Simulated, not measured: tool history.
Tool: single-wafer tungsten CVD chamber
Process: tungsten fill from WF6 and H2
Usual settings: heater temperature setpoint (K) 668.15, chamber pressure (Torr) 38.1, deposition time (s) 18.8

run    hour  heater temperature setpoint (K)  chamber pressure (Torr)  deposition time (s)  wafers since the last listed run  hours since the last thermocouple change  hours since the last manometer calibration  hours since the showerhead was replaced  hours since the gauge calibration  read-back reference wafer on the same gauge, thickness_nm  mean film thickness on the monitor wafer (nm)
  1       0                           668.15                     38.1                 18.8                                 0                                    1000.9                                       147.7                                     4744                              179.7                                                     58.714                                         54.388
       83.7  -- thermocouple changed; heater temperature recalibrated
  2    84.8                           668.15                     38.1                 18.8                              2024                                       1.1                                       232.5                                   4828.8                              264.5                                                     58.693                                         54.353
  3   150.3                           668.15                     38.1                 18.8                              1726                                      66.6                                         298                                   4894.3                                330                                                     58.767                                         54.639
  4   242.8                           668.15                     35.7                 16.9                              2438                                     159.1                                       390.5                                   4986.8                              422.5                                                     58.908                                         48.512
  5   284.6                           668.15                     35.7                 16.9                              1101                                     200.9                                       432.3                                   5028.6                              464.3                                                     58.763                                         48.874
  6   333.9                           668.15                     38.1                 18.8                              1299                                     250.2                                       481.6                                   5077.9                              513.6                                                     58.862                                         54.945
  7   371.5                           668.15                     38.1                 18.8                               991                                     287.8                                       519.2                                   5115.5                              551.2                                                     58.902                                         54.143
  8   465.3                           668.15                     38.1                 18.8                              2472                                     381.6                                         613                                   5209.3                                645                                                     58.921                                         55.409
  9   516.2                           668.15                     38.1                 18.8                              1341                                     432.5                                       663.9                                   5260.2                              695.9                                                     59.021                                         54.425
 10   641.2                           668.15                     38.1                 18.8                              3294                                     557.5                                       788.9                                   5385.2                              820.9                                                     59.054                                         54.564
 11   721.9                           668.15                     38.1                 16.7                              2127                                     638.2                                       869.6                                   5465.9                              901.6                                                     59.203                                         48.796
 12   795.2                           668.15                     38.1                 16.7                              1932                                     711.5                                       942.9                                   5539.2                              974.9                                                     59.351                                         49.051
 13     896                           668.15                     38.1                 16.7                              2656                                     812.3                                      1043.7                                     5640                             1075.7                                                     59.569                                         49.089
 14   976.4                           676.15                     38.1                 18.8                              2119                                     892.7                                      1124.1                                   5720.4                             1156.1                                                     59.431                                         65.908
 15  1028.1                           662.15                     34.8                 18.8                              1362                                     944.4                                      1175.8                                   5772.1                             1207.8                                                     59.526                                           47.3
 16  1097.7                           668.15                     30.1                 18.8                              1834                                      1014                                      1245.4                                   5841.7                             1277.4                                                     59.707                                          52.75
       1124  -- capacitance manometer re-zeroed and calibrated
 17  1181.9                           668.15                     38.1                 18.8                              2008                                    1098.2                                        57.9                                   5925.9                             1361.6                                                      59.72                                         55.426
     1275.2  -- thermocouple changed; heater temperature recalibrated
 18  1275.7                           668.15                     43.8                 22.4                              2261                                       0.5                                       151.7                                   6019.7                             1455.4                                                     60.095                                         68.943
 19  1325.5                           668.15                     30.1                 18.8                              1312                                      50.3                                       201.5                                   6069.5                             1505.2                                                      60.12                                         52.871
 20  1373.6                           668.15                     38.1                 15.9                              1267                                      98.4                                       249.6                                   6117.6                             1553.3                                                     60.169                                         47.192
     1378.8  -- gauge calibrated
 21  1419.3                           668.15                     38.1                 15.8                              1204                                     144.1                                       295.3                                   6163.3                               40.5                                                     58.874                                          45.68
     1637.1  -- showerhead replaced
 22  1666.9                           668.15                     38.1                 18.8                              6315                                     391.7                                       542.9                                     29.8                              288.1                                                     59.163                                         54.858
 23  1762.3                           668.15                     38.1                 18.8                              2514                                     487.1                                       638.3                                    125.2                              383.5                                                     59.104                                         54.681
 24  1866.4                           676.15                     38.1                 18.8                              2743                                     591.2                                       742.4                                    229.3                              487.6                                                     59.158                                         65.197
 25  1953.5                           668.15                     38.1                 18.8                              2295                                     678.3                                       829.5                                    316.4                              574.7                                                     59.264                                          54.79
 26  2103.2                           680.15                     42.1                   22                              3945                                       828                                       979.2                                    466.1                              724.4                                                     59.315                                         84.793
 27  2161.5                           657.15                     38.1                 18.8                              1536                                     886.3                                      1037.5                                    524.4                              782.7                                                     59.389                                         42.907
 28  2231.1                           678.15                     47.3                 18.8                              1834                                     955.9                                      1107.1                                      594                              852.3                                                     59.523                                         71.389
 29  2280.5                           661.15                     46.1                 22.5                              1302                                    1005.3                                      1156.5                                    643.4                              901.7                                                     59.495                                         59.646

3 ways to go on from here, each from the tool as it stands after run 29. What would each give?
  A  2280.9                           668.15                     30.4                 18.8                                10                                    1005.7                                      1156.9                                    643.8                              902.1                                                          ?                                              ?
  B  2280.9                           668.15                     46.4                 18.8                                10                                    1005.7                                      1156.9                                    643.8                              902.1                                                          ?                                              ?
  C  2280.9                           658.15                       47                 16.6                                10                                    1005.7                                      1156.9                                    643.8                              902.1                                                          ?                                              ?

run  read-back reference wafer on the same gauge, thickness_nm  mean film thickness on the monitor wafer (nm)
  A                                                     59.397                                         52.716
  B                                                     59.397                                         58.161
  C                                                     59.397                                         41.283
Without the tool's hidden state the same runs would have given:
run  mean film thickness on the monitor wafer (nm)
  A                                         52.016
  B                                          57.39
  C                                         40.735
